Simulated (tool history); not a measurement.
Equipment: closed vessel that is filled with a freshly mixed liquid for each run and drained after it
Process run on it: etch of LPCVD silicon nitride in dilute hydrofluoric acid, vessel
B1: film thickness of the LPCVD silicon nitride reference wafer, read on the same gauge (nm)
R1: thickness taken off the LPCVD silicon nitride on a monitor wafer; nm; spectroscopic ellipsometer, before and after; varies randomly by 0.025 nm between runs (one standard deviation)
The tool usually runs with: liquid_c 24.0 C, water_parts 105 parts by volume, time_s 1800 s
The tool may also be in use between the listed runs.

Run 1, hour 0.0: usual settings; B1 70.01. Result: R1 7.75 nm.
Run 2, hour 70.9: usual settings but time_s 1000 s; B1 70.00. Result: R1 4.30 nm.
Run 3, hour 170.2: usual settings but time_s 2190 s; B1 70.02. Result: R1 9.40 nm.
Run 4, hour 246.2: usual settings but time_s 990 s; B1 70.00. Result: R1 4.24 nm.
Run 5, hour 289.3: usual settings but time_s 990 s; B1 70.00. Result: R1 4.25 nm.
Run 6, hour 384.3: usual settings but time_s 2165 s; B1 69.98. Result: R1 9.24 nm.
Run 7, hour 453.1: usual settings but time_s 2165 s; B1 70.01. Result: R1 9.20 nm.
Run 8, hour 524.7: usual settings but time_s 2165 s; B1 70.03. Result: R1 9.23 nm.
Run 9, hour 574.4: usual settings but liquid_c 21.0 C, water_parts 65 parts by volume; B1 69.99. Result: R1 10.06 nm.
Run 10, hour 662.4: usual settings but water_parts 60 parts by volume; B1 70.01. Result: R1 13.28 nm.
Run 11, hour 759.2: usual settings; B1 70.00. Result: R1 7.65 nm.
Run 12, hour 814.3: usual settings but time_s 985 s; B1 70.02. Result: R1 4.21 nm.
Run 13, hour 876.8: usual settings; B1 69.99. Result: R1 7.66 nm.
Run 14, hour 921.6: usual settings but liquid_c 26.0 C, time_s 2115 s; B1 70.05. Result: R1 10.30 nm.
Run 15, hour 967.4: usual settings but liquid_c 19.0 C, water_parts 85 parts by volume, time_s 2370 s; B1 70.01. Result: R1 8.83 nm.
Run 16, hour 1045.8: usual settings but liquid_c 26.0 C, water_parts 75 parts by volume, time_s 2255 s; B1 69.97. Result: R1 15.22 nm.
Run 17, hour 1147.7: usual settings; B1 70.01. Result: R1 7.80 nm.
Run 18, hour 1238.3: usual settings; B1 70.03. Result: R1 7.83 nm.
Run 19, hour 1286.9: usual settings but time_s 800 s; B1 69.98. Result: R1 3.48 nm.
Run 20, hour 1326.7: usual settings but liquid_c 21.5 C, water_parts 125 parts by volume; B1 70.02. Result: R1 5.58 nm.
Run 21, hour 1637.4: usual settings but liquid_c 25.5 C, water_parts 130 parts by volume, time_s 2655 s; B1 69.99. Result: R1 10.20 nm.
Run 22, hour 1686.8: usual settings but liquid_c 25.5 C; B1 69.99. Result: R1 8.60 nm.
Run 23, hour 1730.0: usual settings but liquid_c 22.5 C, water_parts 135 parts by volume, time_s 1165 s; B1 70.01. Result: R1 3.56 nm.
Run 24, hour 1831.4: usual settings but water_parts 125 parts by volume, time_s 2480 s; B1 70.00. Result: R1 9.02 nm.
Run 25, hour 2046.9: usual settings but liquid_c 19.5 C, water_parts 150 parts by volume, time_s 2600 s; B1 70.00. Result: R1 5.88 nm.
Run 26, hour 2158.1: usual settings but liquid_c 21.5 C, time_s 1325 s; B1 70.02. Result: R1 4.79 nm.
Run 27, hour 2255.7: usual settings; B1 70.00. Result: R1 7.67 nm.
Run 28, hour 2321.1: usual settings; B1 69.98. Result: R1 7.69 nm.
Run 29, hour 2365.1: usual settings but water_parts 120 parts by volume, time_s 910 s; B1 69.98. Result: R1 3.40 nm.
Run 30, hour 2417.4: usual settings but liquid_c 22.5 C, water_parts 130 parts by volume; B1 70.01. Result: R1 5.63 nm.
Run 31, hour 2542.2: usual settings but liquid_c 19.5 C, water_parts 130 parts by volume, time_s 1245 s; B1 70.01. Result: R1 3.18 nm.
Run 32, hour 2621.6: usual settings but liquid_c 20.5 C, time_s 1020 s; B1 69.99. Result: R1 3.44 nm.
Run 33, hour 2670.0: usual settings but liquid_c 20.0 C; B1 70.00. Result: R1 5.88 nm.

Not shown here: 6 entries made in the log between runs. Locate each between two listed runs and compare the hidden state at the listed run before it with the hidden state at the listed run after it:
From run 3 to run 4: hydrofluoric acid flow meter replaced (hour 179.3)
  liquid colder than its thermometer reads (K): 0.228 -> 0.246
  what was measured, less what the result would be without the hidden state, R1: -0.14 -> -0.07 nm
From run 6 to run 7: gauge calibrated (hour 385.7)
  liquid colder than its thermometer reads (K): 0.277 -> 0.293
  what was measured, less what the result would be without the hidden state, R1: -0.18 -> -0.18 nm
From run 16 to run 17: thermometer replaced (hour 1053.8)
  liquid colder than its thermometer reads (K): 0.428 -> 0.0366
  what was measured, less what the result would be without the hidden state, R1: -0.43 -> -0.02 nm
From run 17 to run 18: hydrofluoric acid flow meter replaced (hour 1194.1)
  liquid colder than its thermometer reads (K): 0.0366 -> 0.0572
  what was measured, less what the result would be without the hidden state, R1: -0.02 -> -0.03 nm
From run 26 to run 27: hydrofluoric acid flow meter replaced (hour 2243.4)
  liquid colder than its thermometer reads (K): 0.267 -> 0.289
  what was measured, less what the result would be without the hidden state, R1: -0.08 -> -0.15 nm
From run 31 to run 32: gauge calibrated (hour 2598.0)
  liquid colder than its thermometer reads (K): 0.354 -> 0.372
  what was measured, less what the result would be without the hidden state, R1: -0.08 -> -0.09 nm

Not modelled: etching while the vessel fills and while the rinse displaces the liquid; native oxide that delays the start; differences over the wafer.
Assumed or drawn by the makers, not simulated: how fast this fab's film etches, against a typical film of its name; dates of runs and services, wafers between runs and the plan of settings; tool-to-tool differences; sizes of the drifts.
